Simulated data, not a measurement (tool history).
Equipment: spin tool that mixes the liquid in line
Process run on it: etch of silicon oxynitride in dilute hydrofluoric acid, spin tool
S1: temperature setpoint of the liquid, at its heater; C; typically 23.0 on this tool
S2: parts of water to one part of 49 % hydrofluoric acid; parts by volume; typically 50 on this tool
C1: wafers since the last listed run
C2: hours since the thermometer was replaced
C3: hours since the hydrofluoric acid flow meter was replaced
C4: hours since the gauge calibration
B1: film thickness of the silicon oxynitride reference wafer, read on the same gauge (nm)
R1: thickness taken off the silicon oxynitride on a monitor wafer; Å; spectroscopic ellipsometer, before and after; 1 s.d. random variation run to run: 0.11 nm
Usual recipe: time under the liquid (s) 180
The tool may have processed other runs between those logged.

run 1 day=0.000 | S1=23.0 S2=50 time_under_the_liquid_(s)=180 | C1=0 C2=746.4 C3=1126.9 C4=200.0 | B1=100.01 | R1=161.8
run 2 day=1.342 | S1=23.0 S2=40 time_under_the_liquid_(s)=235 | C1=263 C2=778.6 C3=1159.1 C4=232.2 | B1=99.97 | R1=265.3
run 3 day=2.221 | S1=23.0 S2=40 time_under_the_liquid_(s)=235 | C1=172 C2=799.7 C3=1180.2 C4=253.3 | B1=99.99 | R1=267.6
run 4 day=2.800 | S1=26.5 S2=60 time_under_the_liquid_(s)=180 | C1=113 C2=813.6 C3=1194.1 C4=267.2 | B1=99.99 | R1=158.9
run 5 day=4.021 | S1=26.5 S2=60 time_under_the_liquid_(s)=180 | C1=240 C2=842.9 C3=1223.4 C4=296.5 | B1=100.01 | R1=159.4
run 6 day=4.950 | S1=23.0 S2=50 time_under_the_liquid_(s)=180 | C1=182 C2=865.2 C3=1245.7 C4=318.8 | B1=100.00 | R1=162.7
run 7 day=6.425 | S1=23.0 S2=50 time_under_the_liquid_(s)=180 | C1=290 C2=900.6 C3=1281.1 C4=354.2 | B1=99.99 | R1=161.0
run 8 day=7.279 | S1=23.0 S2=50 time_under_the_liquid_(s)=180 | C1=167 C2=921.1 C3=1301.6 C4=374.7 | B1=100.03 | R1=160.6
run 9 day=8.317 | S1=23.0 S2=50 time_under_the_liquid_(s)=180 | C1=204 C2=946.0 C3=1326.5 C4=399.6 | B1=100.00 | R1=160.8
-- day=9.179 hydrofluoric acid flow meter replaced
run 10 day=10.942 | S1=20.5 S2=50 time_under_the_liquid_(s)=180 | C1=507 C2=1009.0 C3=42.3 C4=462.6 | B1=100.00 | R1=141.1
run 11 day=11.642 | S1=20.5 S2=50 time_under_the_liquid_(s)=180 | C1=137 C2=1025.8 C3=59.1 C4=479.4 | B1=100.01 | R1=141.1
run 12 day=12.321 | S1=19.5 S2=65 time_under_the_liquid_(s)=115 | C1=133 C2=1042.1 C3=75.4 C4=495.7 | B1=100.00 | R1=65.8
run 13 day=12.946 | S1=27.5 S2=75 time_under_the_liquid_(s)=215 | C1=122 C2=1057.1 C3=90.4 C4=510.7 | B1=99.97 | R1=154.5
run 14 day=13.804 | S1=23.0 S2=50 time_under_the_liquid_(s)=180 | C1=168 C2=1077.7 C3=111.0 C4=531.3 | B1=100.02 | R1=158.6
run 15 day=14.504 | S1=23.0 S2=50 time_under_the_liquid_(s)=255 | C1=137 C2=1094.5 C3=127.8 C4=548.1 | B1=99.99 | R1=225.8
-- day=14.662 thermometer replaced
-- day=15.467 gauge calibrated
run 16 day=15.521 | S1=21.5 S2=70 time_under_the_liquid_(s)=180 | C1=191 C2=20.6 C3=152.2 C4=1.3 | B1=100.02 | R1=109.7
run 17 day=16.633 | S1=19.5 S2=50 time_under_the_liquid_(s)=180 | C1=218 C2=47.3 C3=178.9 C4=28.0 | B1=99.98 | R1=141.5
run 18 day=17.938 | S1=23.0 S2=60 time_under_the_liquid_(s)=180 | C1=256 C2=78.6 C3=210.2 C4=59.3 | B1=100.01 | R1=138.0
run 19 day=18.933 | S1=23.0 S2=30 time_under_the_liquid_(s)=180 | C1=195 C2=102.5 C3=234.1 C4=83.2 | B1=100.02 | R1=285.3
run 20 day=19.558 | S1=23.0 S2=50 time_under_the_liquid_(s)=180 | C1=122 C2=117.5 C3=249.1 C4=98.2 | B1=100.02 | R1=167.3
run 21 day=21.012 | S1=18.5 S2=75 time_under_the_liquid_(s)=150 | C1=285 C2=152.4 C3=284.0 C4=133.1 | B1=100.02 | R1=72.5
run 22 day=21.833 | S1=25.5 S2=70 time_under_the_liquid_(s)=240 | C1=161 C2=172.1 C3=303.7 C4=152.8 | B1=99.98 | R1=174.6

What was the tool's hidden state at every run in the log?
hydrofluoric acid flow above the setpoint (%): 0 on each run
gauge reads high (%): 0 on each run
H1: liquid colder than its thermometer reads (K)
run=1 H1=0.831
run=2 H1=0.865
run=3 H1=0.887
run=4 H1=0.902
run=5 H1=0.933
run=6 H1=0.956
run=7 H1=0.994
run=8 H1=1.02
run=9 H1=1.04
run=10 H1=1.11
run=11 H1=1.13
run=12 H1=1.14
run=13 H1=1.16
run=14 H1=1.18
run=15 H1=1.2
run=16 H1=0.225
run=17 H1=0.254
run=18 H1=0.287
run=19 H1=0.312
run=20 H1=0.328
run=21 H1=0.365
run=22 H1=0.386
